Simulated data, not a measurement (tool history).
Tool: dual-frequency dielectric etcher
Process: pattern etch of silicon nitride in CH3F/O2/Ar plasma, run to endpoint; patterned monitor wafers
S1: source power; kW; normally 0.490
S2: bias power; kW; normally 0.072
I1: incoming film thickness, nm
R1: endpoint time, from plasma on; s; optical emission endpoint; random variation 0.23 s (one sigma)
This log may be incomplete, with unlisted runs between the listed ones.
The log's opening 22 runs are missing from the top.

run,hour,S1,S2,I1,R1
23,1339.7,0.430,0.081,22.00,31.6
24,1410.4,0.490,0.072,22.20,32.7
25,1443.5,0.540,0.072,22.07,31.2
26,1487.8,0.490,0.072,22.17,33.0
27,1534.2,0.420,0.083,22.22,32.1
28,1568.8,0.380,0.072,22.01,35.3
29,1593.9,0.420,0.085,21.75,31.7
# hour 1644.8: wet clean of the chamber
30,1645.3,0.400,0.066,21.84,33.6
31,1648.3,0.550,0.078,22.08,29.0
32,1688.9,0.410,0.056,21.97,36.8
33,1752.3,0.400,0.084,21.90,30.7
34,1783.5,0.580,0.062,21.80,32.2
35,1849.3,0.490,0.072,21.84,31.3
36,1876.3,0.610,0.072,22.06,30.0

Each row is a separate what-if for the run after 36, all from the same tool condition, not one after another. Results?
A,1876.7,0.490,0.087,21.65,?
B,1876.7,0.590,0.067,21.65,?
C,1876.7,0.400,0.067,21.65,?

run,R1
A,28.7
B,30.6
C,34.1
The same runs, with their run-to-run variation unchanged, on a tool lacking any hidden condition would have given:
run,R1
A,28.3
B,30.1
C,33.6

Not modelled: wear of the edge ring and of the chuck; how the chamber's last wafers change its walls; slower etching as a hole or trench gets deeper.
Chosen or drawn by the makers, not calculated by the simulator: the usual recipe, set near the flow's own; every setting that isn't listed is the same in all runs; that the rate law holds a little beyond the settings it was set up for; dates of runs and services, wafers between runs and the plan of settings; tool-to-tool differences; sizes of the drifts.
